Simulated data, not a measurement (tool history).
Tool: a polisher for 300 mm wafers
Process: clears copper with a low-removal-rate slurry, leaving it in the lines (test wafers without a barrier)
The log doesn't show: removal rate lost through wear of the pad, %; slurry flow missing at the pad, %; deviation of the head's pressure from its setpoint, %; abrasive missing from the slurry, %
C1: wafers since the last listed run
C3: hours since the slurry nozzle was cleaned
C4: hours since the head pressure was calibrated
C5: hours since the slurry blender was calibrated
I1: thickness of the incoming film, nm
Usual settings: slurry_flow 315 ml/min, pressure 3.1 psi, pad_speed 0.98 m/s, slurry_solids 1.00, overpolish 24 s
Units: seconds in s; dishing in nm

run 1 hour=0.0 | slurry_flow=315 pressure=2.2 pad_speed=0.98 slurry_solids=1.00 overpolish=24 | C1=0 wafers_polished_on_this_pad=385 C3=231.8 C4=923.3 C5=636.9 | I1=269.1 | seconds=125.5 dishing=32.8
-- hour=33.5 slurry blender recalibrated
run 2 hour=103.9 | slurry_flow=315 pressure=3.1 pad_speed=0.98 slurry_solids=1.00 overpolish=24 | C1=546 wafers_polished_on_this_pad=932 C3=335.7 C4=1027.2 C5=70.4 | I1=268.7 | seconds=83.4 dishing=47.0
run 3 hour=206.8 | slurry_flow=315 pressure=3.1 pad_speed=0.98 slurry_solids=1.00 overpolish=24 | C1=551 wafers_polished_on_this_pad=1484 C3=438.6 C4=1130.1 C5=173.3 | I1=266.2 | seconds=83.7 dishing=46.9
-- hour=220.7 head pressure recalibrated
run 4 hour=265.6 | slurry_flow=315 pressure=3.1 pad_speed=0.98 slurry_solids=1.00 overpolish=24 | C1=304 wafers_polished_on_this_pad=1788 C3=497.4 C4=44.9 C5=232.1 | I1=266.0 | seconds=87.5 dishing=45.6
run 5 hour=310.2 | slurry_flow=315 pressure=3.1 pad_speed=0.74 slurry_solids=0.90 overpolish=24 | C1=239 wafers_polished_on_this_pad=2027 C3=542.0 C4=89.5 C5=276.7 | I1=269.9 | seconds=121.2 dishing=34.5
-- hour=346.9 slurry nozzle cleaned
run 6 hour=402.1 | slurry_flow=315 pressure=3.1 pad_speed=0.74 slurry_solids=0.90 overpolish=24 | C1=487 wafers_polished_on_this_pad=2515 C3=55.2 C4=181.4 C5=368.6 | I1=273.7 | seconds=122.7 dishing=36.5
run 7 hour=507.4 | slurry_flow=315 pressure=3.1 pad_speed=0.74 slurry_solids=0.90 overpolish=24 | C1=564 wafers_polished_on_this_pad=3080 C3=160.5 C4=286.7 C5=473.9 | I1=267.4 | seconds=120.3 dishing=35.0
-- hour=549.6 worn pad replaced by a new one, of another model than before
run 8 hour=607.9 | slurry_flow=315 pressure=3.1 pad_speed=0.90 slurry_solids=1.00 overpolish=24 | C1=517 wafers_polished_on_this_pad=312 C3=261.0 C4=387.2 C5=574.4 | I1=271.7 | seconds=97.7 dishing=42.1
-- hour=694.4 slurry blender recalibrated
run 9 hour=708.3 | slurry_flow=315 pressure=3.1 pad_speed=0.90 slurry_solids=1.00 overpolish=24 | C1=527 wafers_polished_on_this_pad=840 C3=361.4 C4=487.6 C5=13.9 | I1=276.2 | seconds=90.5 dishing=44.2
run 10 hour=750.1 | slurry_flow=315 pressure=3.1 pad_speed=0.98 slurry_solids=1.00 overpolish=24 | C1=224 wafers_polished_on_this_pad=1064 C3=403.2 C4=529.4 C5=55.7 | I1=264.9 | seconds=83.7 dishing=45.8
run 11 hour=815.9 | slurry_flow=315 pressure=3.1 pad_speed=0.98 slurry_solids=1.00 overpolish=24 | C1=352 wafers_polished_on_this_pad=1417 C3=469.0 C4=595.2 C5=121.5 | I1=269.1 | seconds=85.8 dishing=47.0
run 12 hour=865.6 | slurry_flow=315 pressure=3.1 pad_speed=0.98 slurry_solids=1.00 overpolish=24 | C1=266 wafers_polished_on_this_pad=1683 C3=518.7 C4=644.9 C5=171.2 | I1=274.9 | seconds=88.1 dishing=44.0
run 13 hour=926.7 | slurry_flow=315 pressure=3.1 pad_speed=0.98 slurry_solids=1.00 overpolish=24 | C1=327 wafers_polished_on_this_pad=2011 C3=579.8 C4=706.0 C5=232.3 | I1=266.7 | seconds=87.6 dishing=43.7
-- hour=1074.4 slurry nozzle cleaned
run 14 hour=1106.5 | slurry_flow=375 pressure=2.3 pad_speed=0.98 slurry_solids=0.75 overpolish=24 | C1=958 wafers_polished_on_this_pad=2970 C3=32.1 C4=885.8 C5=412.1 | I1=269.7 | seconds=118.0 dishing=36.4
-- hour=1120.9 worn pad replaced by a new one
run 15 hour=1196.3 | slurry_flow=315 pressure=3.1 pad_speed=0.98 slurry_solids=0.85 overpolish=30 | C1=460 wafers_polished_on_this_pad=404 C3=121.9 C4=975.6 C5=501.9 | I1=266.0 | seconds=92.8 dishing=51.8
run 16 hour=1239.9 | slurry_flow=315 pressure=3.1 pad_speed=0.98 slurry_solids=1.00 overpolish=24 | C1=233 wafers_polished_on_this_pad=638 C3=165.5 C4=1019.2 C5=545.5 | I1=272.0 | seconds=92.2 dishing=44.8
-- hour=1247.6 slurry blender recalibrated
run 17 hour=1293.6 | slurry_flow=370 pressure=3.1 pad_speed=1.12 slurry_solids=1.00 overpolish=24 | C1=277 wafers_polished_on_this_pad=915 C3=219.2 C4=1072.9 C5=46.0 | I1=272.6 | seconds=75.7 dishing=50.8
run 18 hour=1375.1 | slurry_flow=315 pressure=3.1 pad_speed=0.98 slurry_solids=1.00 overpolish=24 | C1=437 wafers_polished_on_this_pad=1352 C3=300.7 C4=1154.4 C5=127.5 | I1=270.6 | seconds=85.5 dishing=46.2
run 19 hour=1482.9 | slurry_flow=350 pressure=3.1 pad_speed=1.32 slurry_solids=0.75 overpolish=37 | C1=578 wafers_polished_on_this_pad=1930 C3=408.5 C4=1262.2 C5=235.3 | I1=265.5 | seconds=72.0 dishing=68.0
-- hour=1510.5 head pressure recalibrated
run 20 hour=1561.2 | slurry_flow=225 pressure=3.1 pad_speed=0.98 slurry_solids=1.00 overpolish=24 | C1=409 wafers_polished_on_this_pad=2339 C3=486.8 C4=50.7 C5=313.6 | I1=270.2 | seconds=92.5 dishing=43.7
run 21 hour=1631.0 | slurry_flow=315 pressure=2.7 pad_speed=0.76 slurry_solids=0.75 overpolish=24 | C1=374 wafers_polished_on_this_pad=2714 C3=556.6 C4=120.5 C5=383.4 | I1=272.8 | seconds=126.9 dishing=35.9
-- hour=1763.5 slurry nozzle cleaned
-- hour=1783.2 worn pad replaced by a new one
-- hour=1856.4 slurry blender recalibrated
run 22 hour=1865.1 | slurry_flow=315 pressure=3.1 pad_speed=0.98 slurry_solids=1.00 overpolish=16 | C1=1217 wafers_polished_on_this_pad=428 C3=101.6 C4=354.6 C5=8.7 | I1=268.6 | seconds=79.3 dishing=35.2
run 23 hour=1971.7 | slurry_flow=315 pressure=3.1 pad_speed=0.74 slurry_solids=0.90 overpolish=24 | C1=571 wafers_polished_on_this_pad=1000 C3=208.2 C4=461.2 C5=115.3 | I1=268.6 | seconds=106.2 dishing=39.6
run 24 hour=2049.0 | slurry_flow=225 pressure=3.1 pad_speed=0.98 slurry_solids=1.10 overpolish=24 | C1=414 wafers_polished_on_this_pad=1415 C3=285.5 C4=538.5 C5=192.6 | I1=264.5 | seconds=86.2 dishing=45.9
run 25 hour=2095.6 | slurry_flow=375 pressure=3.1 pad_speed=0.78 slurry_solids=1.25 overpolish=24 | C1=249 wafers_polished_on_this_pad=1664 C3=332.1 C4=585.1 C5=239.2 | I1=270.5 | seconds=99.4 dishing=43.1
run 26 hour=2155.6 | slurry_flow=315 pressure=3.1 pad_speed=0.98 slurry_solids=1.00 overpolish=32 | C1=321 wafers_polished_on_this_pad=1986 C3=392.1 C4=645.1 C5=299.2 | I1=271.6 | seconds=88.3 dishing=57.3
run 27 hour=2228.7 | slurry_flow=315 pressure=4.1 pad_speed=0.98 slurry_solids=0.80 overpolish=24 | C1=392 wafers_polished_on_this_pad=2378 C3=465.2 C4=718.2 C5=372.3 | I1=266.6 | seconds=74.7 dishing=52.7
-- hour=2299.8 worn pad replaced by a new one
run 28 hour=2310.9 | slurry_flow=315 pressure=3.8 pad_speed=0.98 slurry_solids=1.00 overpolish=24 | C1=419 wafers_polished_on_this_pad=59 C3=547.4 C4=800.4 C5=454.5 | I1=270.1 | seconds=76.1 dishing=49.6
-- hour=2359.7 slurry nozzle cleaned
run 29 hour=2401.0 | slurry_flow=405 pressure=3.1 pad_speed=0.98 slurry_solids=0.70 overpolish=24 | C1=477 wafers_polished_on_this_pad=537 C3=41.3 C4=890.5 C5=544.6 | I1=273.4 | seconds=98.0 dishing=40.3

Forecast each of these 3 alternatives for the next run:
run A hour=2401.5 | slurry_flow=315 pressure=3.1 pad_speed=0.64 slurry_solids=1.00 overpolish=24 | C1=2 wafers_polished_on_this_pad=540 C3=41.8 C4=891.0 C5=545.1 | I1=270.0 | seconds=? dishing=?
run B hour=2401.5 | slurry_flow=250 pressure=2.5 pad_speed=1.20 slurry_solids=1.10 overpolish=24 | C1=2 wafers_polished_on_this_pad=540 C3=41.8 C4=891.0 C5=545.1 | I1=270.0 | seconds=? dishing=?
run C hour=2401.5 | slurry_flow=360 pressure=3.1 pad_speed=0.98 slurry_solids=1.00 overpolish=35 | C1=2 wafers_polished_on_this_pad=540 C3=41.8 C4=891.0 C5=545.1 | I1=270.0 | seconds=? dishing=?

run=A seconds=120.7 dishing=36.8
run=B seconds=91.6 dishing=45.1
run=C seconds=90.9 dishing=59.6
Without the tool's hidden state the same runs would have given:
run=A seconds=109.8 dishing=39.7
run=B seconds=83.2 dishing=48.3
run=C seconds=82.7 dishing=63.2
